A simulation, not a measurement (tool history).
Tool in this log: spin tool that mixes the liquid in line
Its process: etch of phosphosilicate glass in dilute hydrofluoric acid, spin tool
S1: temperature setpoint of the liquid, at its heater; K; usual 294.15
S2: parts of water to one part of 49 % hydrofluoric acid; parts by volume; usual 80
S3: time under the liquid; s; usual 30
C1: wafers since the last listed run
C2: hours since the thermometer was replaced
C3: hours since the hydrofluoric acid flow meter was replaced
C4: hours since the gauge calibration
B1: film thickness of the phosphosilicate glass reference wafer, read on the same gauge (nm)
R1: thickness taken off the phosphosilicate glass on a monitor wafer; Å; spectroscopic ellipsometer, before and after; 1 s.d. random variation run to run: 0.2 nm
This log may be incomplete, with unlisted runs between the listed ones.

{"run": 1, "hour": 0.0, "S1": 294.15, "S2": 80, "S3": 30, "C1": 0, "C2": 2770.7, "C3": 1262.8, "C4": 277, "B1": 120.01, "R1": 187.4}
{"run": 2, "hour": 14.5, "S1": 294.15, "S2": 80, "S3": 30, "C1": 139, "C2": 2785.2, "C3": 1277.3, "C4": 291.5, "B1": 120.01, "R1": 187}
{"run": 3, "hour": 37.5, "S1": 294.15, "S2": 80, "S3": 30, "C1": 221, "C2": 2808.2, "C3": 1300.3, "C4": 314.5, "B1": 120.01, "R1": 186.8}
{"run": 4, "hour": 54.9, "S1": 294.15, "S2": 95, "S3": 30, "C1": 167, "C2": 2825.6, "C3": 1317.7, "C4": 331.9, "B1": 120, "R1": 152}
{"run": 5, "hour": 89.4, "S1": 294.15, "S2": 95, "S3": 30, "C1": 332, "C2": 2860.1, "C3": 1352.2, "C4": 366.4, "B1": 119.97, "R1": 151.8}
{"run": 6, "hour": 104.4, "S1": 294.15, "S2": 95, "S3": 30, "C1": 144, "C2": 2875.1, "C3": 1367.2, "C4": 381.4, "B1": 120, "R1": 152.4}
{"run": 7, "hour": 117.9, "S1": 294.15, "S2": 80, "S3": 30, "C1": 130, "C2": 2888.6, "C3": 1380.7, "C4": 394.9, "B1": 119.97, "R1": 182.9}
{"run": 8, "hour": 152.0, "S1": 294.15, "S2": 80, "S3": 30, "C1": 329, "C2": 2922.7, "C3": 1414.8, "C4": 429, "B1": 120.02, "R1": 183.8}
{"run": 9, "hour": 182.0, "S1": 294.15, "S2": 80, "S3": 20, "C1": 289, "C2": 2952.7, "C3": 1444.8, "C4": 459, "B1": 119.94, "R1": 123.8}
{"run": 10, "hour": 206.9, "S1": 294.15, "S2": 80, "S3": 20, "C1": 240, "C2": 2977.6, "C3": 1469.7, "C4": 483.9, "B1": 120.06, "R1": 120.9}
{"run": 11, "hour": 220.0, "S1": 294.15, "S2": 80, "S3": 40, "C1": 126, "C2": 2990.7, "C3": 1482.8, "C4": 497, "B1": 120.01, "R1": 246.6}
{"run": 12, "hour": 250.1, "S1": 294.15, "S2": 80, "S3": 40, "C1": 290, "C2": 3020.8, "C3": 1512.9, "C4": 527.1, "B1": 119.97, "R1": 244.7}
{"hour": 256.2, "done": "gauge calibrated"}
{"run": 13, "hour": 278.1, "S1": 297.15, "S2": 45, "S3": 40, "C1": 270, "C2": 3048.8, "C3": 1540.9, "C4": 21.9, "B1": 120.02, "R1": 505.3}
{"hour": 299.6, "done": "thermometer replaced"}
{"run": 14, "hour": 300.1, "S1": 294.15, "S2": 80, "S3": 30, "C1": 202, "C2": 0.5, "C3": 1562.9, "C4": 43.9, "B1": 119.99, "R1": 182.9}
{"run": 15, "hour": 328.6, "S1": 298.15, "S2": 55, "S3": 15, "C1": 275, "C2": 29, "C3": 1591.4, "C4": 72.4, "B1": 119.99, "R1": 160.4}
{"run": 16, "hour": 351.5, "S1": 290.65, "S2": 40, "S3": 35, "C1": 220, "C2": 51.9, "C3": 1614.3, "C4": 95.3, "B1": 119.98, "R1": 380.4}
{"run": 17, "hour": 385.7, "S1": 295.65, "S2": 105, "S3": 50, "C1": 330, "C2": 86.1, "C3": 1648.5, "C4": 129.5, "B1": 120.02, "R1": 232.2}
{"run": 18, "hour": 413.8, "S1": 296.15, "S2": 80, "S3": 30, "C1": 271, "C2": 114.2, "C3": 1676.6, "C4": 157.6, "B1": 119.98, "R1": 193.7}
{"hour": 420.1, "done": "hydrofluoric acid flow meter replaced"}
{"run": 19, "hour": 434.7, "S1": 294.15, "S2": 80, "S3": 30, "C1": 192, "C2": 135.1, "C3": 14.6, "C4": 178.5, "B1": 120.02, "R1": 211.5}
{"run": 20, "hour": 460.9, "S1": 296.15, "S2": 95, "S3": 30, "C1": 252, "C2": 161.3, "C3": 40.8, "C4": 204.7, "B1": 119.98, "R1": 191.3}
{"run": 21, "hour": 488.6, "S1": 290.15, "S2": 80, "S3": 30, "C1": 267, "C2": 189, "C3": 68.5, "C4": 232.4, "B1": 120.02, "R1": 181.9}
{"run": 22, "hour": 511.6, "S1": 296.65, "S2": 60, "S3": 45, "C1": 221, "C2": 212, "C3": 91.5, "C4": 255.4, "B1": 120, "R1": 489.1}
{"run": 23, "hour": 529.8, "S1": 291.15, "S2": 55, "S3": 40, "C1": 175, "C2": 230.2, "C3": 109.7, "C4": 273.6, "B1": 120, "R1": 373.5}
{"run": 24, "hour": 543.5, "S1": 290.15, "S2": 65, "S3": 25, "C1": 132, "C2": 243.9, "C3": 123.4, "C4": 287.3, "B1": 119.97, "R1": 187.1}

5 options for the next run, each taken on its own from the tool as it stands now. Forecast them:
{"run": "A", "hour": 543.9, "S1": 294.15, "S2": 105, "S3": 30, "C1": 3, "C2": 244.3, "C3": 123.8, "C4": 287.7, "B1": "?", "R1": "?"}
{"run": "B", "hour": 543.9, "S1": 294.15, "S2": 80, "S3": 35, "C1": 3, "C2": 244.3, "C3": 123.8, "C4": 287.7, "B1": "?", "R1": "?"}
{"run": "C", "hour": 543.9, "S1": 290.15, "S2": 55, "S3": 30, "C1": 3, "C2": 244.3, "C3": 123.8, "C4": 287.7, "B1": "?", "R1": "?"}
{"run": "D", "hour": 543.9, "S1": 290.15, "S2": 90, "S3": 30, "C1": 3, "C2": 244.3, "C3": 123.8, "C4": 287.7, "B1": "?", "R1": "?"}
{"run": "E", "hour": 543.9, "S1": 294.15, "S2": 95, "S3": 15, "C1": 3, "C2": 244.3, "C3": 123.8, "C4": 287.7, "B1": "?", "R1": "?"}

run=A B1=120.02 R1=155.2
run=B B1=120.02 R1=244.7
run=C B1=120.02 R1=265.1
run=D B1=120.02 R1=155.9
run=E B1=120.02 R1=86.8
Stripped of hidden state, with their random variation kept, the same runs would have yielded:
run=A R1=157
run=B R1=247.4
run=C R1=268
run=D R1=157.7
run=E R1=87.7

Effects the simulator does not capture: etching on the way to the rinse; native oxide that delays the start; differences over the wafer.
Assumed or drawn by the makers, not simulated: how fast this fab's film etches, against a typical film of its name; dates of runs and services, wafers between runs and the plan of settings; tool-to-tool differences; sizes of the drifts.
